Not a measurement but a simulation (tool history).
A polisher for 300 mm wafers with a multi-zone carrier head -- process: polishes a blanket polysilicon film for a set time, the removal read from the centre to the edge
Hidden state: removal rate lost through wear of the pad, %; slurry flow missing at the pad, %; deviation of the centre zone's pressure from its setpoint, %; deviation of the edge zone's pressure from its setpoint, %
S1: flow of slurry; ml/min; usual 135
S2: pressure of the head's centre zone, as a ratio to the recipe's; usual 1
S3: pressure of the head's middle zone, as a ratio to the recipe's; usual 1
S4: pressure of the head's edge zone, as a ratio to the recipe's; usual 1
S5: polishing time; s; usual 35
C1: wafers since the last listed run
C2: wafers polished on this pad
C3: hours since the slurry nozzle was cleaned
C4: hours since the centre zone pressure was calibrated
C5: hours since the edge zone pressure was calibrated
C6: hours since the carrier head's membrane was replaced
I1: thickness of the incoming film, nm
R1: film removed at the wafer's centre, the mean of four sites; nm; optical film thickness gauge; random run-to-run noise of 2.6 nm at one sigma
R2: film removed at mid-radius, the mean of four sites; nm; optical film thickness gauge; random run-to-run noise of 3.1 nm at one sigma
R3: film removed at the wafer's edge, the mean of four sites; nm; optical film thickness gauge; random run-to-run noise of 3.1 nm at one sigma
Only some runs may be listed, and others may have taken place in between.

run	hour	S1	S2	S3	S4	S5	C1	C2	C3	C4	C5	C6	I1	R1	R2	R3
1	0	135	0.91	1	1	35	0	2166	117.7	230.1	983.9	677	2410.7	283.7	319	319.1
# hour 7.3: worn pad replaced by a new one
2	93.9	135	1	1	1.06	35	1196	1152	211.6	324	1077.8	770.9	2346.2	306.7	314.5	328.8
3	159.5	135	1	1	1.06	35	873	2026	277.2	389.6	1143.4	836.5	2333.6	303.2	305.8	326.4
4	209.9	135	1	1	1	35	671	2697	327.6	440	1193.8	886.9	2379.6	302.6	306.5	304.8
# hour 225.2: worn pad replaced by a new one
5	310.7	135	1	1	1	35	1288	1138	428.4	540.8	1294.6	987.7	2383.4	298.4	303.1	303.8
# hour 374.1: slurry nozzle cleaned
6	385.8	135	1	1	1	35	986	2124	11.7	615.9	1369.7	1062.8	2375.2	310.8	312.5	316.9
7	426.2	135	1	1	1	35	537	2662	52.1	656.3	1410.1	1103.2	2356.5	311.2	317.6	320.9
# hour 441.4: worn pad replaced by a new one
# hour 460.6: edge zone pressure recalibrated
8	464.1	135	1.11	1.05	1	35	424	274	90	694.2	3.5	1141.1	2377.7	337	326.4	315.7
9	547.3	135	1	1	1	35	1107	1382	173.2	777.4	86.7	1224.3	2381.4	307.4	311.1	306.6
# hour 595.2: centre zone pressure recalibrated
# hour 621.1: worn pad replaced by a new one
10	643.3	175	0.91	1	1	35	1198	296	269.2	48.1	182.7	1320.3	2377.8	291.5	324.4	325.8
11	691.4	135	1	1	1	35	640	936	317.3	96.2	230.8	1368.4	2405	305.1	307.9	311.7
# hour 719.6: carrier head's membrane replaced by a new one
12	781.3	110	1.08	1	0.9	41	1130	2066	407.2	186.1	320.7	61.7	2381.7	357.3	337.3	338.2
# hour 800.8: worn pad replaced by a new one
13	826.2	110	0.96	1	0.94	25	544	338	452.1	231	365.6	106.6	2377.9	190.9	205.9	207.1
14	881.7	145	1	1	0.89	35	738	1077	507.6	286.5	421.1	162.1	2384.1	294.8	305.3	295.5
15	969.4	135	1	1	1.06	35	1167	2245	595.3	374.2	508.8	249.8	2351.9	295.7	298	313.6

Some steps in R1, run to run, broken into two amounts with sign: the step expected even without the hidden condition (settings, incoming material, random variation), and the rest, left for the hidden condition together with whatever gauge scatter is not in both the measured and the hidden-condition-free result:
Run 5 -> 6: slurry nozzle cleaned. R1 +12.4 nm: hidden state +12.8, all else -0.4.
Run 12 -> 13: S2 1.08 -> 0.96, S4 0.9 -> 0.94, S5 41 -> 25, worn pad replaced by a new one. R1 -166.4 nm: hidden state +8, all else -174.4.

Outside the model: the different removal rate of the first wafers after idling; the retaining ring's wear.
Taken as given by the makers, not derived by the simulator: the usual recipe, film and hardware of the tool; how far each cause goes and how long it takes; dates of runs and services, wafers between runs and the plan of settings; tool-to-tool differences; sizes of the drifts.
